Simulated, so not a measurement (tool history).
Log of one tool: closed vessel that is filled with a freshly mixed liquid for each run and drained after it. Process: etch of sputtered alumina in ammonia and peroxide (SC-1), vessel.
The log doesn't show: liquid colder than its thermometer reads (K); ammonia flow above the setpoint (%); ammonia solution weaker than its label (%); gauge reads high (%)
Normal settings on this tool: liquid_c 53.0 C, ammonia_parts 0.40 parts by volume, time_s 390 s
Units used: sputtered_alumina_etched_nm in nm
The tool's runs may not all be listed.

run	hour	liquid_c	ammonia_parts	time_s	wafers since the last listed run	hours since the thermometer was replaced	hours since the ammonia flow meter was replaced	hours since the drum of ammonia solution was connected	hours since the gauge calibration	read-back film thickness of the sputtered alumina reference wafer, read on the same gauge (nm)	sputtered_alumina_etched_nm
1	0.0	53.0	0.40	390	0	1045.4	814.7	626.5	1055.5	129.99	23.17
# hour 37.5: ammonia flow meter replaced
2	225.9	53.0	0.40	390	20020	1271.3	188.4	852.4	1281.4	130.00	22.91
3	306.6	53.0	0.40	500	7183	1352.0	269.1	933.1	1362.1	129.98	29.34
4	522.7	53.0	0.40	390	19237	1568.1	485.2	1149.2	1578.2	130.00	22.93
# hour 646.5: new drum of ammonia solution connected
5	782.9	53.0	0.40	390	23074	1828.3	745.4	136.4	1838.4	130.03	22.74
6	840.4	53.0	0.40	390	5118	1885.8	802.9	193.9	1895.9	130.00	22.80
# hour 856.3: thermometer replaced
7	876.5	56.0	0.40	390	3124	20.2	839.0	230.0	1932.0	130.02	27.54
8	950.1	53.0	0.40	325	6551	93.8	912.6	303.6	2005.6	129.98	19.47
# hour 1013.0: ammonia flow meter replaced
9	1027.7	53.0	0.40	390	6818	171.4	14.7	381.2	2083.2	130.00	23.19
10	1108.2	53.0	0.40	390	7166	251.9	95.2	461.7	2163.7	130.01	23.21
11	1194.5	53.0	0.40	390	7682	338.2	181.5	548.0	2250.0	129.98	23.21
12	1244.2	53.0	0.40	390	4424	387.9	231.2	597.7	2299.7	130.01	23.06
# hour 1249.3: gauge calibrated
13	1319.7	45.5	0.40	570	6721	463.4	306.7	673.2	70.4	130.00	22.37
14	1379.5	53.0	0.40	390	5323	523.2	366.5	733.0	130.2	130.00	23.14
15	1422.9	61.0	0.40	325	3863	566.6	409.9	776.4	173.6	129.99	29.29
16	1502.1	62.5	0.25	325	7050	645.8	489.1	855.6	252.8	130.01	30.26
17	1577.3	50.0	0.35	225	6694	721.0	564.3	930.8	328.0	129.99	11.12
18	1640.1	53.0	0.45	390	5590	783.8	627.1	993.6	390.8	130.00	23.38
19	1701.1	56.5	0.40	390	5430	844.8	688.1	1054.6	451.8	129.99	27.79
# hour 1752.5: new drum of ammonia solution connected
20	1808.1	58.5	0.25	390	9436	951.8	795.1	55.6	558.8	130.01	29.61
21	1860.0	47.5	0.30	555	4620	1003.7	847.0	107.5	610.7	130.00	23.63
# hour 1869.8: ammonia flow meter replaced
22	1956.9	59.0	0.60	185	8537	1100.6	87.1	204.4	707.6	129.99	15.50
23	2052.9	53.0	0.40	390	8545	1196.6	183.1	300.4	803.6	130.00	22.83
24	2153.5	53.0	0.40	390	8955	1297.2	283.7	401.0	904.2	130.01	22.80
25	2253.3	47.5	0.35	285	8884	1397.0	383.5	500.8	1004.0	129.99	12.17
26	2342.3	48.5	0.40	390	7922	1486.0	472.5	589.8	1093.0	129.98	17.81
27	2413.9	45.0	0.45	285	6373	1557.6	544.1	661.4	1164.6	130.00	10.84
28	2462.3	59.5	0.20	495	4308	1606.0	592.5	709.8	1213.0	130.00	38.07
29	2511.0	53.0	0.30	330	4335	1654.7	641.2	758.5	1261.7	129.99	18.78

Predict each of these 3 candidate next runs independently; none follows another, all start after run 29:
A	2511.8	53.0	0.55	390	71	1655.5	642.0	759.3	1262.5	?	?
B	2511.8	53.0	0.40	460	71	1655.5	642.0	759.3	1262.5	?	?
C	2511.8	45.5	0.35	250	71	1655.5	642.0	759.3	1262.5	?	?

run	read-back film thickness of the sputtered alumina reference wafer, read on the same gauge (nm)	sputtered_alumina_etched_nm
A	130.00	23.47
B	130.00	26.86
C	130.00	9.51
With no hidden state in the tool, these same runs would have given:
run	sputtered_alumina_etched_nm
A	24.05
B	27.52
C	9.75
